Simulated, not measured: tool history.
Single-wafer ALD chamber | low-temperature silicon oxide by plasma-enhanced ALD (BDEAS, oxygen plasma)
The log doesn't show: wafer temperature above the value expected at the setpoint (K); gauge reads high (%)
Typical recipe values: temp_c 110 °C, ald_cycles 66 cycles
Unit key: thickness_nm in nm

run,hour,temp_c,ald_cycles,wafers since the last listed run,hours since the last thermocouple change,hours since the gauge calibration,"read-back reference wafer on the same gauge, thickness_nm",thickness_nm
1,0.0,110,69,0,787.4,62.0,8.693,9.226
2,9.6,110,66,54,797.0,71.6,8.693,8.803
3,25.7,110,66,90,813.1,87.7,8.690,8.778
4,33.6,110,66,44,821.0,95.6,8.687,8.785
5,41.9,110,66,46,829.3,103.9,8.695,8.783
6,57.6,107,75,88,845.0,119.6,8.692,10.106
7,71.7,110,66,79,859.1,133.7,8.681,8.795
8,96.5,110,66,140,883.9,158.5,8.683,8.817
9,109.8,110,66,75,897.2,171.8,8.685,8.777
10,119.2,110,66,53,906.6,181.2,8.697,8.781
11,126.3,110,66,40,913.7,188.3,8.698,8.775
12,142.2,110,66,89,929.6,204.2,8.689,8.800
13,152.7,110,66,59,940.1,214.7,8.687,8.789
# hour 153.9: gauge calibrated
14,176.5,110,66,134,963.9,22.6,8.706,8.793
15,187.4,120,54,61,974.8,33.5,8.683,7.028
16,205.3,122,66,101,992.7,51.4,8.692,8.559
17,211.8,97,75,36,999.2,57.9,8.692,10.360
18,229.7,120,58,101,1017.1,75.8,8.687,7.570
# hour 246.5: thermocouple changed; heater temperature recalibrated
19,247.0,110,66,52,0.5,93.1,8.691,8.764
20,256.4,100,66,53,9.9,102.5,8.676,8.995
21,266.3,110,66,55,19.8,112.4,8.700,8.785
22,282.9,110,66,93,36.4,129.0,8.690,8.776
23,290.0,101,74,40,43.5,136.1,8.695,10.074
24,300.8,116,62,61,54.3,146.9,8.681,8.167

Forecast run 25:
25,308.7,110,66,44,62.2,154.8,?,?

read-back reference wafer on the same gauge, thickness_nm: 8.692
thickness_nm: 8.798 nm
Take away the tool's hidden state, keep the run-to-run variation as it was, and the same run would have given thickness_nm 8.798 nm.
